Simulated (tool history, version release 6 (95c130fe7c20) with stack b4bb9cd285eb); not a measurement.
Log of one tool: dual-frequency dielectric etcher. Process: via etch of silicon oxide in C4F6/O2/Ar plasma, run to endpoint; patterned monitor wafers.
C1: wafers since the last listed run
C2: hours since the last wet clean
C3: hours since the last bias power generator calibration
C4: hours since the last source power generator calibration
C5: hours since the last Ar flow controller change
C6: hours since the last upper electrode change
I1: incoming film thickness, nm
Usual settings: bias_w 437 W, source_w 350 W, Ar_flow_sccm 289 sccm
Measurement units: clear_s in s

run 1 hour=0 | bias_w=437 source_w=350 Ar_flow_sccm=289 | C1=0 C2=374.7 C3=2866.3 C4=5.1 C5=2085.6 C6=3991.6 | I1=179.7 | clear_s=46.6
-- hour=16.8 bias power generator calibrated
run 2 hour=17.3 | bias_w=437 source_w=350 Ar_flow_sccm=289 | C1=244 C2=392 C3=0.5 C4=22.4 C5=2102.9 C6=4008.9 | I1=179.5 | clear_s=46.3
run 3 hour=27.9 | bias_w=437 source_w=350 Ar_flow_sccm=289 | C1=194 C2=402.6 C3=11.1 C4=33 C5=2113.5 C6=4019.5 | I1=179.5 | clear_s=47
run 4 hour=36 | bias_w=437 source_w=350 Ar_flow_sccm=289 | C1=148 C2=410.7 C3=19.2 C4=41.1 C5=2121.6 C6=4027.6 | I1=179.1 | clear_s=46.7
run 5 hour=46.8 | bias_w=437 source_w=350 Ar_flow_sccm=289 | C1=198 C2=421.5 C3=30 C4=51.9 C5=2132.4 C6=4038.4 | I1=178.1 | clear_s=46.1
run 6 hour=64.7 | bias_w=437 source_w=350 Ar_flow_sccm=289 | C1=328 C2=439.4 C3=47.9 C4=69.8 C5=2150.3 C6=4056.3 | I1=179.1 | clear_s=46.2
run 7 hour=74.6 | bias_w=437 source_w=350 Ar_flow_sccm=289 | C1=181 C2=449.3 C3=57.8 C4=79.7 C5=2160.2 C6=4066.2 | I1=177.9 | clear_s=45.8
run 8 hour=83 | bias_w=437 source_w=400 Ar_flow_sccm=324 | C1=154 C2=457.7 C3=66.2 C4=88.1 C5=2168.6 C6=4074.6 | I1=177.4 | clear_s=43.4
run 9 hour=89.1 | bias_w=437 source_w=350 Ar_flow_sccm=289 | C1=112 C2=463.8 C3=72.3 C4=94.2 C5=2174.7 C6=4080.7 | I1=180.3 | clear_s=47.1
run 10 hour=104.6 | bias_w=500 source_w=350 Ar_flow_sccm=289 | C1=284 C2=479.3 C3=87.8 C4=109.7 C5=2190.2 C6=4096.2 | I1=178.6 | clear_s=44.8
run 11 hour=119.2 | bias_w=504 source_w=280 Ar_flow_sccm=234 | C1=268 C2=493.9 C3=102.4 C4=124.3 C5=2204.8 C6=4110.8 | I1=178.6 | clear_s=50.1
run 12 hour=133.3 | bias_w=512 source_w=260 Ar_flow_sccm=289 | C1=259 C2=508 C3=116.5 C4=138.4 C5=2218.9 C6=4124.9 | I1=177.8 | clear_s=53.7
run 13 hour=150.7 | bias_w=437 source_w=350 Ar_flow_sccm=289 | C1=319 C2=525.4 C3=133.9 C4=155.8 C5=2236.3 C6=4142.3 | I1=177.4 | clear_s=47
-- hour=156.7 Ar flow controller replaced
run 14 hour=165.4 | bias_w=367 source_w=350 Ar_flow_sccm=351 | C1=159 C2=540.1 C3=148.6 C4=170.5 C5=8.7 C6=4157 | I1=177.8 | clear_s=51.3
run 15 hour=179.3 | bias_w=330 source_w=440 Ar_flow_sccm=358 | C1=255 C2=554 C3=162.5 C4=184.4 C5=22.6 C6=4170.9 | I1=180.3 | clear_s=47.1
run 16 hour=186.9 | bias_w=396 source_w=350 Ar_flow_sccm=359 | C1=139 C2=561.6 C3=170.1 C4=192 C5=30.2 C6=4178.5 | I1=180.6 | clear_s=50.3
-- hour=211.5 upper electrode replaced
-- hour=211.8 wet clean of the chamber
run 17 hour=212.3 | bias_w=437 source_w=350 Ar_flow_sccm=289 | C1=19 C2=0.5 C3=195.5 C4=217.4 C5=55.6 C6=0.8 | I1=180.3 | clear_s=45.3
run 18 hour=212.6 | bias_w=437 source_w=350 Ar_flow_sccm=289 | C1=5 C2=0.8 C3=195.8 C4=217.7 C5=55.9 C6=1.1 | I1=177.6 | clear_s=44.2
run 19 hour=224.8 | bias_w=437 source_w=350 Ar_flow_sccm=289 | C1=224 C2=13 C3=208 C4=229.9 C5=68.1 C6=13.3 | I1=179 | clear_s=44.7
run 20 hour=240.5 | bias_w=437 source_w=350 Ar_flow_sccm=289 | C1=288 C2=28.7 C3=223.7 C4=245.6 C5=83.8 C6=29 | I1=178.3 | clear_s=45
run 21 hour=257.4 | bias_w=336 source_w=320 Ar_flow_sccm=289 | C1=310 C2=45.6 C3=240.6 C4=262.5 C5=100.7 C6=45.9 | I1=179.6 | clear_s=51.8
run 22 hour=264.6 | bias_w=375 source_w=400 Ar_flow_sccm=289 | C1=132 C2=52.8 C3=247.8 C4=269.7 C5=107.9 C6=53.1 | I1=178.9 | clear_s=44
run 23 hour=274.1 | bias_w=517 source_w=350 Ar_flow_sccm=289 | C1=174 C2=62.3 C3=257.3 C4=279.2 C5=117.4 C6=62.6 | I1=178.6 | clear_s=42.2
run 24 hour=293.3 | bias_w=350 source_w=320 Ar_flow_sccm=289 | C1=352 C2=81.5 C3=276.5 C4=298.4 C5=136.6 C6=81.8 | I1=180.1 | clear_s=51.7
run 25 hour=310.1 | bias_w=357 source_w=350 Ar_flow_sccm=241 | C1=308 C2=98.3 C3=293.3 C4=315.2 C5=153.4 C6=98.6 | I1=178 | clear_s=47.1
run 26 hour=323.4 | bias_w=437 source_w=350 Ar_flow_sccm=289 | C1=244 C2=111.6 C3=306.6 C4=328.5 C5=166.7 C6=111.9 | I1=178.4 | clear_s=45.5
run 27 hour=340 | bias_w=437 source_w=350 Ar_flow_sccm=289 | C1=305 C2=128.2 C3=323.2 C4=345.1 C5=183.3 C6=128.5 | I1=178.2 | clear_s=45.2
run 28 hour=349.5 | bias_w=512 source_w=260 Ar_flow_sccm=289 | C1=174 C2=137.7 C3=332.7 C4=354.6 C5=192.8 C6=138 | I1=176.2 | clear_s=50.9
run 29 hour=367.1 | bias_w=359 source_w=350 Ar_flow_sccm=258 | C1=323 C2=155.3 C3=350.3 C4=372.2 C5=210.4 C6=155.6 | I1=179.4 | clear_s=47.5
run 30 hour=379.2 | bias_w=355 source_w=390 Ar_flow_sccm=289 | C1=222 C2=167.4 C3=362.4 C4=384.3 C5=222.5 C6=167.7 | I1=177.3 | clear_s=45.7

Predict each of these 3 candidate next runs independently; none follows another, all start after run 30:
run A hour=379.6 | bias_w=437 source_w=380 Ar_flow_sccm=289 | C1=7 C2=167.8 C3=362.8 C4=384.7 C5=222.9 C6=168.1 | I1=177.1 | clear_s=?
run B hour=379.6 | bias_w=357 source_w=350 Ar_flow_sccm=289 | C1=7 C2=167.8 C3=362.8 C4=384.7 C5=222.9 C6=168.1 | I1=177.1 | clear_s=?
run C hour=379.6 | bias_w=384 source_w=280 Ar_flow_sccm=253 | C1=7 C2=167.8 C3=362.8 C4=384.7 C5=222.9 C6=168.1 | I1=177.1 | clear_s=?

run=A clear_s=42.4
run=B clear_s=47.8
run=C clear_s=52.9
Had the tool no hidden state, the same runs would have come out as:
run=A clear_s=41.5
run=B clear_s=46.7
run=C clear_s=51.8
